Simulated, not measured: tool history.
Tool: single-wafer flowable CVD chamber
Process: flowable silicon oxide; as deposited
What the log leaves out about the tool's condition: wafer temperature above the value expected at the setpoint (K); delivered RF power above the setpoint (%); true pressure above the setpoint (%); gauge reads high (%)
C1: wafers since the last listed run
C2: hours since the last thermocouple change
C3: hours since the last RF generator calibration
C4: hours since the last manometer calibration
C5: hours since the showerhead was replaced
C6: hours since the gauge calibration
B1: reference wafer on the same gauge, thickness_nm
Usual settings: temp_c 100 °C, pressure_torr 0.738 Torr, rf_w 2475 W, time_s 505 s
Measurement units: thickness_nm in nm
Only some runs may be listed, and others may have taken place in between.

run 1 hour=0 | temp_c=100 pressure_torr=0.738 rf_w=2475 time_s=426 | C1=0 C2=1181.4 C3=1379.5 C4=2921.7 C5=5266.3 C6=91.5 | B1=265.997 | thickness_nm=265.103
run 2 hour=39.9 | temp_c=100 pressure_torr=0.738 rf_w=2475 time_s=426 | C1=119 C2=1221.3 C3=1419.4 C4=2961.6 C5=5306.2 C6=131.4 | B1=265.817 | thickness_nm=265.664
run 3 hour=92.7 | temp_c=100 pressure_torr=0.738 rf_w=2475 time_s=426 | C1=158 C2=1274.1 C3=1472.2 C4=3014.4 C5=5359 C6=184.2 | B1=265.953 | thickness_nm=265.827
run 4 hour=150.3 | temp_c=100 pressure_torr=0.738 rf_w=2475 time_s=505 | C1=172 C2=1331.7 C3=1529.8 C4=3072 C5=5416.6 C6=241.8 | B1=265.773 | thickness_nm=316.334
run 5 hour=220 | temp_c=100 pressure_torr=0.738 rf_w=2475 time_s=505 | C1=209 C2=1401.4 C3=1599.5 C4=3141.7 C5=5486.3 C6=311.5 | B1=265.801 | thickness_nm=316.716
run 6 hour=265.5 | temp_c=100 pressure_torr=0.738 rf_w=2475 time_s=505 | C1=136 C2=1446.9 C3=1645 C4=3187.2 C5=5531.8 C6=357 | B1=265.99 | thickness_nm=314.865
-- hour=313 thermocouple changed; heater temperature recalibrated
run 7 hour=313.5 | temp_c=100 pressure_torr=0.738 rf_w=2475 time_s=505 | C1=120 C2=0.5 C3=1693 C4=3235.2 C5=5579.8 C6=405 | B1=265.734 | thickness_nm=316.088
run 8 hour=357.1 | temp_c=100 pressure_torr=0.738 rf_w=2475 time_s=505 | C1=130 C2=44.1 C3=1736.6 C4=3278.8 C5=5623.4 C6=448.6 | B1=265.913 | thickness_nm=315.796
-- hour=360.5 gauge calibrated
run 9 hour=397.4 | temp_c=100 pressure_torr=0.738 rf_w=2475 time_s=505 | C1=120 C2=84.4 C3=1776.9 C4=3319.1 C5=5663.7 C6=36.9 | B1=265.877 | thickness_nm=312.81
-- hour=451.8 RF generator calibrated
run 10 hour=457.9 | temp_c=100 pressure_torr=0.614 rf_w=2475 time_s=441 | C1=157 C2=144.9 C3=6.1 C4=3379.6 C5=5724.2 C6=97.4 | B1=266.007 | thickness_nm=229.818
-- hour=506.5 capacitance manometer re-zeroed and calibrated
run 11 hour=515.8 | temp_c=107 pressure_torr=0.738 rf_w=2475 time_s=505 | C1=149 C2=202.8 C3=64 C4=9.3 C5=5782.1 C6=155.3 | B1=265.953 | thickness_nm=237.436
-- hour=530.5 showerhead replaced
run 12 hour=544.9 | temp_c=112 pressure_torr=0.738 rf_w=2475 time_s=473 | C1=63 C2=231.9 C3=93.1 C4=38.4 C5=14.4 C6=184.4 | B1=265.788 | thickness_nm=194.454
run 13 hour=599.4 | temp_c=100 pressure_torr=0.813 rf_w=2240 time_s=432 | C1=163 C2=286.4 C3=147.6 C4=92.9 C5=68.9 C6=238.9 | B1=265.637 | thickness_nm=273.265

Run 14 comes next. What will it give?
run 14 hour=625.6 | temp_c=100 pressure_torr=0.84 rf_w=2475 time_s=505 | C1=78 C2=312.6 C3=173.8 C4=119.1 C5=95.1 C6=265.1 | B1=? | thickness_nm=?

B1: 266.106
thickness_nm: 337.236 nm
The same run, on a tool lacking any hidden state, would have yielded thickness_nm 335.332 nm.

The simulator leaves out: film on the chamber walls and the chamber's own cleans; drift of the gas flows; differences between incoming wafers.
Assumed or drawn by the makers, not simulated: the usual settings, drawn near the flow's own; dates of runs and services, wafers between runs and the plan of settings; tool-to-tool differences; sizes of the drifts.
